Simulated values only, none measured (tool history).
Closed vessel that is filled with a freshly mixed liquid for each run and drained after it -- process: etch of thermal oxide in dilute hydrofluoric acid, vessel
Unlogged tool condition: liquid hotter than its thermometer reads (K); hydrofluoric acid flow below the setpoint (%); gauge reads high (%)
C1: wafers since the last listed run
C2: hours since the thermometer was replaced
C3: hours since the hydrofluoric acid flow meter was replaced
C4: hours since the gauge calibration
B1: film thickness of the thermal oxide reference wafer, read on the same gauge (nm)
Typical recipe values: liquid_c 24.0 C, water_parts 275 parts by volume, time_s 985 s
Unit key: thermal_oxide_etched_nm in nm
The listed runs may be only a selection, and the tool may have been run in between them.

run 1 day=0.000 | liquid_c=24.0 water_parts=275 time_s=985 | C1=0 C2=1885.0 C3=1006.6 C4=122.8 | B1=120.01 | thermal_oxide_etched_nm=13.24
run 2 day=0.258 | liquid_c=24.0 water_parts=365 time_s=985 | C1=386 C2=1891.2 C3=1012.8 C4=129.0 | B1=120.00 | thermal_oxide_etched_nm=9.05
run 3 day=0.912 | liquid_c=24.0 water_parts=365 time_s=985 | C1=977 C2=1906.9 C3=1028.5 C4=144.7 | B1=120.02 | thermal_oxide_etched_nm=9.15
run 4 day=1.212 | liquid_c=24.0 water_parts=275 time_s=545 | C1=448 C2=1914.1 C3=1035.7 C4=151.9 | B1=119.98 | thermal_oxide_etched_nm=7.27
run 5 day=1.612 | liquid_c=24.0 water_parts=275 time_s=545 | C1=597 C2=1923.7 C3=1045.3 C4=161.5 | B1=120.00 | thermal_oxide_etched_nm=7.26
run 6 day=1.958 | liquid_c=24.0 water_parts=275 time_s=545 | C1=516 C2=1932.0 C3=1053.6 C4=169.8 | B1=120.01 | thermal_oxide_etched_nm=7.36
run 7 day=2.371 | liquid_c=24.0 water_parts=275 time_s=985 | C1=616 C2=1941.9 C3=1063.5 C4=179.7 | B1=119.98 | thermal_oxide_etched_nm=13.13
run 8 day=2.875 | liquid_c=24.0 water_parts=275 time_s=1395 | C1=753 C2=1954.0 C3=1075.6 C4=191.8 | B1=119.97 | thermal_oxide_etched_nm=18.53
run 9 day=3.521 | liquid_c=24.0 water_parts=275 time_s=1395 | C1=965 C2=1969.5 C3=1091.1 C4=207.3 | B1=119.98 | thermal_oxide_etched_nm=18.39
run 10 day=3.888 | liquid_c=24.0 water_parts=275 time_s=1395 | C1=548 C2=1978.3 C3=1099.9 C4=216.1 | B1=120.01 | thermal_oxide_etched_nm=18.43
run 11 day=4.196 | liquid_c=27.5 water_parts=320 time_s=985 | C1=460 C2=1985.7 C3=1107.3 C4=223.5 | B1=120.01 | thermal_oxide_etched_nm=11.99
run 12 day=4.496 | liquid_c=27.5 water_parts=320 time_s=985 | C1=448 C2=1992.9 C3=1114.5 C4=230.7 | B1=119.99 | thermal_oxide_etched_nm=11.94
run 13 day=4.812 | liquid_c=24.0 water_parts=330 time_s=985 | C1=473 C2=2000.5 C3=1122.1 C4=238.3 | B1=120.02 | thermal_oxide_etched_nm=10.19
run 14 day=5.354 | liquid_c=26.0 water_parts=275 time_s=985 | C1=809 C2=2013.5 C3=1135.1 C4=251.3 | B1=120.01 | thermal_oxide_etched_nm=13.86
run 15 day=5.900 | liquid_c=27.0 water_parts=345 time_s=985 | C1=815 C2=2026.6 C3=1148.2 C4=264.4 | B1=119.97 | thermal_oxide_etched_nm=10.65
-- day=6.462 hydrofluoric acid flow meter replaced
run 16 day=6.612 | liquid_c=21.5 water_parts=275 time_s=705 | C1=1002 C2=2043.7 C3=3.6 C4=281.5 | B1=119.99 | thermal_oxide_etched_nm=9.72
run 17 day=7.292 | liquid_c=20.0 water_parts=165 time_s=985 | C1=1015 C2=2060.0 C3=19.9 C4=297.8 | B1=120.03 | thermal_oxide_etched_nm=24.07
run 18 day=7.746 | liquid_c=27.0 water_parts=370 time_s=1435 | C1=678 C2=2070.9 C3=30.8 C4=308.7 | B1=119.98 | thermal_oxide_etched_nm=16.10
run 19 day=8.300 | liquid_c=24.0 water_parts=345 time_s=1300 | C1=828 C2=2084.2 C3=44.1 C4=322.0 | B1=119.98 | thermal_oxide_etched_nm=14.76
run 20 day=8.712 | liquid_c=24.0 water_parts=385 time_s=790 | C1=616 C2=2094.1 C3=54.0 C4=331.9 | B1=120.03 | thermal_oxide_etched_nm=7.66
run 21 day=9.458 | liquid_c=24.0 water_parts=375 time_s=985 | C1=1114 C2=2112.0 C3=71.9 C4=349.8 | B1=119.98 | thermal_oxide_etched_nm=9.97
run 22 day=10.050 | liquid_c=24.0 water_parts=330 time_s=705 | C1=884 C2=2126.2 C3=86.1 C4=364.0 | B1=120.03 | thermal_oxide_etched_nm=8.38
-- day=10.212 thermometer replaced
run 23 day=10.738 | liquid_c=24.0 water_parts=275 time_s=985 | C1=965 C2=12.6 C3=102.6 C4=380.5 | B1=119.99 | thermal_oxide_etched_nm=14.72
-- day=11.267 gauge calibrated
run 24 day=11.429 | liquid_c=24.0 water_parts=275 time_s=985 | C1=1033 C2=29.2 C3=119.2 C4=3.9 | B1=120.00 | thermal_oxide_etched_nm=14.67
run 25 day=11.771 | liquid_c=24.0 water_parts=275 time_s=1570 | C1=510 C2=37.4 C3=127.4 C4=12.1 | B1=119.97 | thermal_oxide_etched_nm=23.44
run 26 day=12.212 | liquid_c=26.0 water_parts=380 time_s=420 | C1=660 C2=48.0 C3=138.0 C4=22.7 | B1=120.01 | thermal_oxide_etched_nm=4.37
run 27 day=12.538 | liquid_c=20.0 water_parts=275 time_s=985 | C1=485 C2=55.8 C3=145.8 C4=30.5 | B1=120.02 | thermal_oxide_etched_nm=12.79
run 28 day=12.938 | liquid_c=21.0 water_parts=345 time_s=450 | C1=597 C2=65.4 C3=155.4 C4=40.1 | B1=120.00 | thermal_oxide_etched_nm=4.49
run 29 day=13.379 | liquid_c=24.0 water_parts=315 time_s=985 | C1=660 C2=76.0 C3=166.0 C4=50.7 | B1=119.96 | thermal_oxide_etched_nm=12.23
run 30 day=13.979 | liquid_c=24.0 water_parts=155 time_s=1380 | C1=896 C2=90.4 C3=180.4 C4=65.1 | B1=120.01 | thermal_oxide_etched_nm=41.58
run 31 day=14.692 | liquid_c=24.0 water_parts=175 time_s=800 | C1=1065 C2=107.5 C3=197.5 C4=82.2 | B1=120.02 | thermal_oxide_etched_nm=20.64
run 32 day=14.962 | liquid_c=24.0 water_parts=155 time_s=1380 | C1=404 C2=114.0 C3=204.0 C4=88.7 | B1=120.01 | thermal_oxide_etched_nm=41.42
run 33 day=15.379 | liquid_c=25.5 water_parts=215 time_s=505 | C1=622 C2=124.0 C3=214.0 C4=98.7 | B1=120.00 | thermal_oxide_etched_nm=10.87

Table of differences, measured result less the result of that run with no hidden state. Run-to-run variation is the same in both. Gauge scatter possibly is not:
run=1 thermal_oxide_etched_nm=-2.00
run=2 thermal_oxide_etched_nm=-1.46
run=3 thermal_oxide_etched_nm=-1.49
run=4 thermal_oxide_etched_nm=-1.13
run=5 thermal_oxide_etched_nm=-1.14
run=6 thermal_oxide_etched_nm=-1.16
run=7 thermal_oxide_etched_nm=-2.11
run=8 thermal_oxide_etched_nm=-3.01
run=9 thermal_oxide_etched_nm=-3.03
run=10 thermal_oxide_etched_nm=-3.07
run=11 thermal_oxide_etched_nm=-2.10
run=12 thermal_oxide_etched_nm=-2.11
run=13 thermal_oxide_etched_nm=-1.79
run=14 thermal_oxide_etched_nm=-2.41
run=15 thermal_oxide_etched_nm=-1.96
run=16 thermal_oxide_etched_nm=-0.22
run=17 thermal_oxide_etched_nm=-0.55
run=18 thermal_oxide_etched_nm=-0.45
run=19 thermal_oxide_etched_nm=-0.43
run=20 thermal_oxide_etched_nm=-0.24
run=21 thermal_oxide_etched_nm=-0.33
run=22 thermal_oxide_etched_nm=-0.29
run=23 thermal_oxide_etched_nm=-0.53
run=24 thermal_oxide_etched_nm=-0.55
run=25 thermal_oxide_etched_nm=-0.92
run=26 thermal_oxide_etched_nm=-0.19
run=27 thermal_oxide_etched_nm=-0.52
run=28 thermal_oxide_etched_nm=-0.19
run=29 thermal_oxide_etched_nm=-0.55
run=30 thermal_oxide_etched_nm=-1.76
run=31 thermal_oxide_etched_nm=-0.93
run=32 thermal_oxide_etched_nm=-1.87
run=33 thermal_oxide_etched_nm=-0.53

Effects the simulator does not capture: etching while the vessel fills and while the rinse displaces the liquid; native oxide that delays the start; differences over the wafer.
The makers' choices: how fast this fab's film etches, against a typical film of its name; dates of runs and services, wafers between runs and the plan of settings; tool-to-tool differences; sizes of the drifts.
